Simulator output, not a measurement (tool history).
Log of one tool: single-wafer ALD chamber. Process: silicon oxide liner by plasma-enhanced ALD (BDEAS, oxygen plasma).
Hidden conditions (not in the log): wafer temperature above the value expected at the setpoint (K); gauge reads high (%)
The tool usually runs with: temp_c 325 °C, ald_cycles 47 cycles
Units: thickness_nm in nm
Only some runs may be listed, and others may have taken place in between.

run,hour,temp_c,ald_cycles,wafers since the last listed run,hours since the last thermocouple change,hours since the gauge calibration,"read-back reference wafer on the same gauge, thickness_nm",thickness_nm
1,0,325,47,0,1935.3,1206.4,4.11,4.368
2,54.8,325,47,297,1990.1,1261.2,4.11,4.36
3,113.4,325,47,318,2048.7,1319.8,4.109,4.37
4,176.9,325,47,344,2112.2,1383.3,4.111,4.368
5,217.2,325,51,218,2152.5,1423.6,4.111,4.731
6,250.1,325,51,178,2185.4,1456.5,4.108,4.729
7,292.2,325,41,228,2227.5,1498.6,4.107,3.802
8,319.4,325,41,147,2254.7,1525.8,4.113,3.799
9,346.9,325,41,149,2282.2,1553.3,4.107,3.817
10,404.3,325,47,311,2339.6,1610.7,4.111,4.363
11,465.5,325,47,332,2400.8,1671.9,4.108,4.374
12,533.4,325,47,368,2468.7,1739.8,4.109,4.363
13,580,325,47,253,2515.3,1786.4,4.108,4.357
14,678.9,325,45,537,2614.2,1885.3,4.111,4.161
15,729.9,325,45,276,2665.2,1936.3,4.11,4.185
16,754.9,325,45,135,2690.2,1961.3,4.109,4.19
# hour 802.8: thermocouple changed; heater temperature recalibrated
# hour 833.6: gauge calibrated
17,847.5,320,47,459,44.7,13.9,4.107,4.365
18,903.5,320,47,304,100.7,69.9,4.113,4.379
19,1030.3,325,47,688,227.5,196.7,4.109,4.332
20,1090.8,325,47,328,288,257.2,4.109,4.33
21,1119.4,325,50,155,316.6,285.8,4.109,4.632
22,1186.6,325,47,364,383.8,353,4.112,4.33
23,1226.4,325,47,216,423.6,392.8,4.109,4.33
24,1264.4,331,38,206,461.6,430.8,4.111,3.482
25,1290.4,314,39,141,487.6,456.8,4.111,3.683
26,1342.4,332,47,282,539.6,508.8,4.107,4.294
27,1370.6,325,47,153,567.8,537,4.11,4.361
28,1397.1,325,47,143,594.3,563.5,4.109,4.347
29,1462,331,40,352,659.2,628.4,4.111,3.673
30,1526,325,47,347,723.2,692.4,4.108,4.358
31,1556.5,338,47,165,753.7,722.9,4.108,4.273
32,1586,339,54,160,783.2,752.4,4.108,4.901
33,1654.5,316,47,371,851.7,820.9,4.11,4.431
34,1837,338,50,990,1034.2,1003.4,4.11,4.546
35,1891.3,320,38,294,1088.5,1057.7,4.109,3.559
36,1957.6,317,44,360,1154.8,1124,4.111,4.136
37,2001.5,316,38,238,1198.7,1167.9,4.111,3.595
38,2051.7,339,50,272,1248.9,1218.1,4.108,4.536
39,2105,317,56,289,1302.2,1271.4,4.108,5.286
40,2166.6,325,47,334,1363.8,1333,4.111,4.357
41,2230.3,339,41,345,1427.5,1396.7,4.108,3.714
42,2273.5,313,47,234,1470.7,1439.9,4.108,4.441
43,2307.8,325,47,186,1505,1474.2,4.11,4.366
44,2344.8,320,39,200,1542,1511.2,4.109,3.655
45,2412.3,313,47,366,1609.5,1578.7,4.109,4.468
46,2440.6,337,50,153,1637.8,1607,4.112,4.566
47,2489,312,43,262,1686.2,1655.4,4.108,4.069

Below are 3 alternative next runs, each starting from the tool's condition after run 47. Predict each:
A,2489.5,325,47,2,1686.7,1655.9,?,?
B,2489.5,337,42,2,1686.7,1655.9,?,?
C,2489.5,314,54,2,1686.7,1655.9,?,?

run,"read-back reference wafer on the same gauge, thickness_nm",thickness_nm
A,4.111,4.377
B,4.111,3.835
C,4.111,5.12
What these runs would have given with no unlogged condition in the tool:
run,thickness_nm
A,4.337
B,3.798
C,5.073
